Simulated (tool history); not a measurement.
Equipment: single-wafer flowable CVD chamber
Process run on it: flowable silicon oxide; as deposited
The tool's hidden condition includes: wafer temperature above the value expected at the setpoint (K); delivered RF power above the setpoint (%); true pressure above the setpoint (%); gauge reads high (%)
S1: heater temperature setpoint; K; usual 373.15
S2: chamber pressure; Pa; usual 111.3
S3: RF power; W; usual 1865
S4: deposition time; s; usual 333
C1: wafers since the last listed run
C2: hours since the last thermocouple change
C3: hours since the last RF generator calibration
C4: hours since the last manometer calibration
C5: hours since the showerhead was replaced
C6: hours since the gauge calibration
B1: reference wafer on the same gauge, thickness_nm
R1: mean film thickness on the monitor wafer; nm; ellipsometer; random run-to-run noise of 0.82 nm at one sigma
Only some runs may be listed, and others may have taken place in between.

run   hour      S1     S2    S3   S4   C1      C2      C3      C4      C5      C6       B1       R1
  1    0.0  361.15  111.3  1865  333    0  1964.4  2128.7  2285.3  6327.2   951.1  184.774  296.760
      19.1  -- thermocouple changed; heater temperature recalibrated
  2   19.6  373.15  111.3  1740  333   77     0.5  2148.3  2304.9  6346.8   970.7  184.948  204.898
  3   45.7  373.15  123.2  1865  333  174    26.6  2174.4  2331.0  6372.9   996.8  184.828  234.012
  4   63.1  383.15   97.6  2030  333  116    44.0  2191.8  2348.4  6390.3  1014.2  184.787  139.459
  5   90.3  373.15  111.3  1865  333  181    71.2  2219.0  2375.6  6417.5  1041.4  184.722  210.075
  6  126.0  373.15  111.3  1735  333  238   106.9  2254.7  2411.3  6453.2  1077.1  185.250  205.142
  7  140.8  373.15  111.3  1865  333   98   121.7  2269.5  2426.1  6468.0  1091.9  185.119  208.668
  8  156.3  373.15  111.3  1865  333  103   137.2  2285.0  2441.6  6483.5  1107.4  184.756  209.153
  9  188.2  382.15   89.7  1985  301  213   169.1  2316.9  2473.5  6515.4  1139.3  185.026  117.809
 10  210.1  358.15  111.3  1865  333  146   191.0  2338.8  2495.4  6537.3  1161.2  185.171  322.135
 11  227.4  373.15   85.5  1865  333  115   208.3  2356.1  2512.7  6554.6  1178.5  184.969  160.739
 12  252.5  373.15  111.3  1865  333  167   233.4  2381.2  2537.8  6579.7  1203.6  184.832  210.488
     268.5  -- RF generator calibrated
     313.7  -- gauge calibrated
     316.1  -- showerhead replaced
     337.9  -- capacitance manometer re-zeroed and calibrated
 13  338.9  373.15  111.3  1865  333  416   319.8    70.4     1.0    22.8    25.2  184.896  218.424
 14  365.7  373.15  111.3  1535  333  179   346.6    97.2    27.8    49.6    52.0  184.984  207.557
 15  388.8  373.15  131.1  1865  333  154   369.7   120.3    50.9    72.7    75.1  184.983  258.848
 16  419.8  382.15   94.3  1865  333  207   400.7   151.3    81.9   103.7   106.1  184.941  140.904
 17  437.4  373.15  111.3  2175  333  117   418.3   168.9    99.5   121.3   123.7  184.765  226.971
 18  464.9  358.15  111.3  2075  333  183   445.8   196.4   127.0   148.8   151.2  184.862  342.238
 19  483.2  373.15  111.3  1865  333  122   464.1   214.7   145.3   167.1   169.5  185.122  218.636
 20  504.5  373.15  111.3  1865  333  142   485.4   236.0   166.6   188.4   190.8  185.051  217.862
 21  520.4  373.15  111.3  1865  333  106   501.3   251.9   182.5   204.3   206.7  185.012  217.311
 22  547.4  373.15  101.7  1630  333  180   528.3   278.9   209.5   231.3   233.7  184.846  191.018
 23  577.7  373.15  111.3  1865  333  202   558.6   309.2   239.8   261.6   264.0  185.300  217.984
 24  600.1  373.15  102.5  1995  333  149   581.0   331.6   262.2   284.0   286.4  185.202  203.353
 25  613.9  373.15  111.3  1865  333   92   594.8   345.4   276.0   297.8   300.2  184.902  216.786
 26  628.3  373.15  111.3  1720  333   96   609.2   359.8   290.4   312.2   314.6  185.276  212.097
 27  658.5  373.15  111.3  1770  333  201   639.4   390.0   320.6   342.4   344.8  185.165  213.574

Some steps in R1 between neighbouring runs. How much of each would the tool show without its hidden state too (settings, what came in, random variation), and how much is left for the hidden state, with any gauge scatter that isn't in both results?
Run 9 -> 10: S1 382.15 -> 358.15, S2 89.7 -> 111.3, S3 1985 -> 1865, S4 301 -> 333. R1 +204.326 nm: hidden state -8.193, all else +212.519.
Run 10 -> 11: S1 358.15 -> 373.15, S2 111.3 -> 85.5. R1 -161.396 nm: hidden state +6.268, all else -167.664.
Run 12 -> 13: RF generator calibrated, gauge calibrated, showerhead replaced, capacitance manometer re-zeroed and calibrated. R1 +7.936 nm: hidden state +10.255, all else -2.319.
